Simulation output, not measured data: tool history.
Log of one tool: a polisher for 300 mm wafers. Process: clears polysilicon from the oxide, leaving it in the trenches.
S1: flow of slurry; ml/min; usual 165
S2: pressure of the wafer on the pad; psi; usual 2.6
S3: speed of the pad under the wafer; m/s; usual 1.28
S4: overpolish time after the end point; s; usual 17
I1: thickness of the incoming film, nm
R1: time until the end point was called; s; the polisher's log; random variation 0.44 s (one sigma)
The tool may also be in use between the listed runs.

Run 1, hour 0: usual settings; I1 669.8. Result: R1 41.2 s.
Run 2, hour 28.4: usual settings; I1 679. Result: R1 42.6 s.
Run 3, hour 51.1: usual settings; I1 675.7. Result: R1 43.4 s.
Run 4, hour 73.1: usual settings; I1 671.8. Result: R1 37.7 s.
Run 5, hour 105.5: usual settings; I1 676.5. Result: R1 39.5 s.
Run 6, hour 123.9: usual settings but S1 150 ml/min; I1 668. Result: R1 41.1 s.
Run 7, hour 144.1: usual settings; I1 675.6. Result: R1 41.8 s.
Run 8, hour 162.3: usual settings; I1 673.6. Result: R1 41.7 s.
Run 9, hour 185: usual settings but S3 1.06 m/s; I1 685.6. Result: R1 42.8 s.
Run 10, hour 197.7: usual settings but S1 110 ml/min; I1 688. Result: R1 41.5 s.
Run 11, hour 224.2: usual settings but S2 3.4 psi; I1 680.2. Result: R1 33.2 s.
Run 12, hour 251.9: usual settings but S2 2.3 psi; I1 688.7. Result: R1 45.1 s.
Run 13, hour 286.2: usual settings but S2 2.3 psi, S3 0.94 m/s; I1 682. Result: R1 54.5 s.
Run 14, hour 312.6: usual settings; I1 683.8. Result: R1 39.1 s.
Run 15, hour 347.5: usual settings; I1 676.6. Result: R1 41.5 s.
Run 16, hour 361.4: usual settings but S1 120 ml/min, S2 3 psi, S3 1.14 m/s; I1 672.7. Result: R1 40.5 s.
Run 17, hour 390.2: usual settings but S1 190 ml/min, S3 1.44 m/s; I1 681.1. Result: R1 39.2 s.

Taken out of this log: 5 entries between the listed runs. Where each belongs, and how the hidden state differs across it:
Between runs 3 and 4: worn pad replaced by a new one (hour 72.6)
  removal rate lost through wear of the pad, %: 12.4 -> 0.205
  measured less the result without the state, R1: +5.4 -> +0.1 s
Between runs 5 and 6: head pressure recalibrated (hour 119.1)
  removal rate lost through wear of the pad, %: 3.73 -> 5.73
  measured less the result without the state, R1: +1.5 -> +2.4 s
Between runs 8 and 9: worn pad replaced by a new one, of another model than before (hour 180.4)
  removal rate lost through wear of the pad, %: 9.9 -> 0.702
  measured less the result without the state, R1: +4.1 -> +0.3 s
Between runs 13 and 14: worn pad replaced by a new one (hour 293); slurry nozzle cleaned (hour 293)
  removal rate lost through wear of the pad, %: 11.7 -> 3.48
  measured less the result without the state, R1: +6.3 -> +1.3 s

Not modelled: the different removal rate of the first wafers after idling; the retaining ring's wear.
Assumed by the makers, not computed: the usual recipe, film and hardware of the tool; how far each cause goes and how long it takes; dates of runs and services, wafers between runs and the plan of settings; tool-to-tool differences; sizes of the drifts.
